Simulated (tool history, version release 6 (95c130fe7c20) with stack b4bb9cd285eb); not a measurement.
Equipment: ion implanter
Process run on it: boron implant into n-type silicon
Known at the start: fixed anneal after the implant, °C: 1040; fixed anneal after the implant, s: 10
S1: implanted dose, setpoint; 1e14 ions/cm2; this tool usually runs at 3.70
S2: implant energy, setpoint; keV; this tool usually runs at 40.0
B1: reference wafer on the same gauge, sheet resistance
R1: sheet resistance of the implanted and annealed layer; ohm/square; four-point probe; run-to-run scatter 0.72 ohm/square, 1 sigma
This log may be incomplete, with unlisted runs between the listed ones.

{"run": 1, "hour": 0.0, "S1": 2.82, "S2": 40.0, "B1": 291.95, "R1": 299.29}
{"run": 2, "hour": 13.8, "S1": 3.01, "S2": 40.0, "B1": 291.94, "R1": 285.94}
{"run": 3, "hour": 30.3, "S1": 3.04, "S2": 40.0, "B1": 292.02, "R1": 280.56}
{"run": 4, "hour": 54.4, "S1": 3.04, "S2": 40.0, "B1": 291.91, "R1": 281.22}
{"hour": 61.6, "done": "gauge calibrated"}
{"run": 5, "hour": 62.8, "S1": 3.7, "S2": 40.0, "B1": 292.05, "R1": 240.22}
{"run": 6, "hour": 71.8, "S1": 3.7, "S2": 35.0, "B1": 291.99, "R1": 243.45}
{"run": 7, "hour": 88.5, "S1": 3.7, "S2": 35.0, "B1": 291.89, "R1": 243.77}
{"run": 8, "hour": 96.0, "S1": 3.7, "S2": 35.0, "B1": 291.92, "R1": 244.12}
{"run": 9, "hour": 103.5, "S1": 3.7, "S2": 45.5, "B1": 292.13, "R1": 235.99}
{"run": 10, "hour": 117.5, "S1": 3.7, "S2": 45.5, "B1": 292.09, "R1": 235.47}
{"hour": 134.8, "done": "Faraday cup replaced and dose calibrated"}
{"run": 11, "hour": 135.3, "S1": 3.7, "S2": 40.0, "B1": 291.7, "R1": 253.19}
{"run": 12, "hour": 142.0, "S1": 3.7, "S2": 40.0, "B1": 291.82, "R1": 251.95}
{"run": 13, "hour": 149.0, "S1": 3.7, "S2": 40.0, "B1": 291.97, "R1": 252.11}
{"run": 14, "hour": 163.0, "S1": 4.36, "S2": 36.0, "B1": 291.85, "R1": 222.1}
{"run": 15, "hour": 178.3, "S1": 3.7, "S2": 43.5, "B1": 291.93, "R1": 248.79}
{"run": 16, "hour": 192.2, "S1": 4.19, "S2": 45.0, "B1": 292.04, "R1": 224.07}
{"run": 17, "hour": 204.8, "S1": 3.7, "S2": 40.0, "B1": 291.96, "R1": 250.99}
{"run": 18, "hour": 214.3, "S1": 3.31, "S2": 35.5, "B1": 292.1, "R1": 278.77}
{"run": 19, "hour": 228.6, "S1": 4.56, "S2": 30.5, "B1": 292.0, "R1": 218.27}
{"run": 20, "hour": 238.5, "S1": 3.35, "S2": 51.5, "B1": 292.05, "R1": 264.37}
{"hour": 249.5, "done": "extraction supply calibrated"}
{"run": 21, "hour": 282.6, "S1": 4.62, "S2": 35.0, "B1": 292.05, "R1": 212.16}
{"run": 22, "hour": 290.8, "S1": 4.26, "S2": 40.0, "B1": 291.9, "R1": 222.74}
{"hour": 293.7, "done": "gauge calibrated"}
{"run": 23, "hour": 306.6, "S1": 3.7, "S2": 40.0, "B1": 292.04, "R1": 251.03}
{"run": 24, "hour": 324.0, "S1": 3.7, "S2": 40.0, "B1": 292.14, "R1": 251.89}
{"run": 25, "hour": 339.8, "S1": 3.7, "S2": 40.0, "B1": 291.96, "R1": 249.57}
{"run": 26, "hour": 357.2, "S1": 3.7, "S2": 40.0, "B1": 292.07, "R1": 250.47}
{"run": 27, "hour": 373.0, "S1": 3.07, "S2": 27.0, "B1": 292.12, "R1": 304.72}

Below are 3 alternative next runs, each starting from the tool's condition after run 27. Predict each:
{"run": "A", "hour": 373.4, "S1": 3.7, "S2": 40.0, "B1": "?", "R1": "?"}
{"run": "B", "hour": 373.4, "S1": 4.12, "S2": 44.0, "B1": "?", "R1": "?"}
{"run": "C", "hour": 373.4, "S1": 4.41, "S2": 29.0, "B1": "?", "R1": "?"}

run=A B1=292.04 R1=250.44
run=B B1=292.04 R1=226.87
run=C B1=292.04 R1=224.72
The same runs, with their run-to-run variation unchanged, on a tool lacking any hidden condition would have given:
run=A R1=250.52
run=B R1=226.93
run=C R1=224.78
